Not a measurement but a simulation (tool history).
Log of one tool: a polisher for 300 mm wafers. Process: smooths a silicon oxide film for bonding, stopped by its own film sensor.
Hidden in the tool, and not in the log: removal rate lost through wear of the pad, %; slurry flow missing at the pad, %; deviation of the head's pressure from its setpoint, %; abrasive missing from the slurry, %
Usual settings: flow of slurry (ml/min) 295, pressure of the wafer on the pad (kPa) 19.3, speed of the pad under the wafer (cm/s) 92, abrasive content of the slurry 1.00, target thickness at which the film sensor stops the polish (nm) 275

run,hour,flow of slurry (ml/min),pressure of the wafer on the pad (kPa),speed of the pad under the wafer (cm/s),abrasive content of the slurry,target thickness at which the film sensor stops the polish (nm),wafers since the last listed run,wafers polished on this pad,hours since the slurry nozzle was cleaned,hours since the head pressure was calibrated,hours since the slurry blender was calibrated,"incoming thickness of the incoming film, nm",time until the film sensor stopped the polish (s)
1,0.0,295,19.3,92,1.00,275,0,744,239.3,349.5,373.9,325.4,58.6
# hour 9.3: head pressure recalibrated
2,17.2,295,19.3,92,1.00,275,84,828,256.5,7.9,391.1,316.7,48.7
3,38.0,295,19.3,92,1.00,270,115,944,277.3,28.7,411.9,323.7,64.3
# hour 42.6: slurry blender recalibrated
# hour 73.3: worn pad replaced by a new one
4,73.8,295,19.3,80,1.00,275,165,2,313.1,64.5,31.2,317.1,48.0
5,88.5,295,14.5,92,0.80,275,81,84,327.8,79.2,45.9,321.7,63.4
6,102.5,295,14.5,92,0.80,275,77,161,341.8,93.2,59.9,326.7,70.7
7,121.6,365,19.3,62,1.00,291,106,268,360.9,112.3,79.0,316.5,35.9
8,142.0,295,19.3,92,1.00,281,113,381,381.3,132.7,99.4,318.3,39.2
9,155.9,295,19.3,80,0.80,275,77,458,395.2,146.6,113.3,325.5,66.7
10,188.7,295,19.3,92,1.00,275,182,640,428.0,179.4,146.1,324.5,52.9
11,212.0,295,19.3,92,1.00,269,129,770,451.3,202.7,169.4,321.3,56.7
12,230.9,215,13.8,92,0.80,275,104,875,470.2,221.6,188.3,317.1,64.1
13,263.2,295,19.3,64,1.10,275,179,1054,502.5,253.9,220.6,323.7,70.1
# hour 276.5: worn pad replaced by a new one
14,278.7,295,23.4,92,1.00,261,63,12,518.0,269.4,236.1,316.8,52.5
15,299.2,295,19.3,92,1.00,275,113,125,538.5,289.9,256.6,322.9,51.7
16,331.0,295,19.3,92,1.00,275,176,302,570.3,321.7,288.4,318.7,47.2
17,353.4,195,19.3,70,0.90,259,124,426,592.7,344.1,310.8,318.1,87.3
# hour 364.8: slurry nozzle cleaned
18,387.1,255,19.3,92,0.75,275,181,608,22.3,377.8,344.5,319.4,58.8
# hour 401.2: slurry blender recalibrated
# hour 402.8: head pressure recalibrated
19,422.3,200,15.9,102,1.00,275,175,784,57.5,19.5,21.1,315.3,44.4
20,439.2,295,19.3,92,1.00,275,93,878,74.4,36.4,38.0,325.8,55.2
# hour 460.5: worn pad replaced by a new one
21,462.3,295,19.3,66,1.25,287,106,9,97.5,59.5,61.1,323.4,44.4
22,482.1,195,19.3,80,0.85,275,109,119,117.3,79.3,80.9,323.1,62.4
23,535.3,295,19.3,92,1.00,264,295,415,170.5,132.5,134.1,317.3,56.3
24,567.9,295,23.4,92,1.15,275,181,596,203.1,165.1,166.7,317.1,37.8
25,590.9,295,19.3,92,0.80,275,127,724,226.1,188.1,189.7,316.0,50.8
26,608.4,295,19.3,92,1.00,275,97,821,243.6,205.6,207.2,320.2,50.2
27,629.7,355,24.8,60,1.00,275,118,939,264.9,226.9,228.5,318.8,57.8
# hour 646.0: worn pad replaced by a new one
28,647.9,295,19.3,92,0.90,267,78,10,283.1,245.1,246.7,325.7,67.0
29,678.9,215,19.3,92,1.00,275,172,182,314.1,276.1,277.7,315.5,45.4

5 ways to go on from here, each from the tool as it stands after run 29. What would each give?
A,679.3,210,19.3,92,1.00,275,2,184,314.5,276.5,278.1,319.9,?
B,679.3,295,19.3,112,1.00,282,2,184,314.5,276.5,278.1,319.9,?
C,679.3,295,19.3,118,1.00,275,2,184,314.5,276.5,278.1,319.9,?
D,679.3,345,26.2,80,0.85,275,2,184,314.5,276.5,278.1,319.9,?
E,679.3,390,23.4,92,1.00,275,2,184,314.5,276.5,278.1,319.9,?

run,time until the film sensor stopped the polish (s)
A,50.5
B,35.5
C,40.4
D,49.3
E,42.9
Without the tool's hidden state the same runs would have given:
run,time until the film sensor stopped the polish (s)
A,45.7
B,32.2
C,36.6
D,44.3
E,38.9
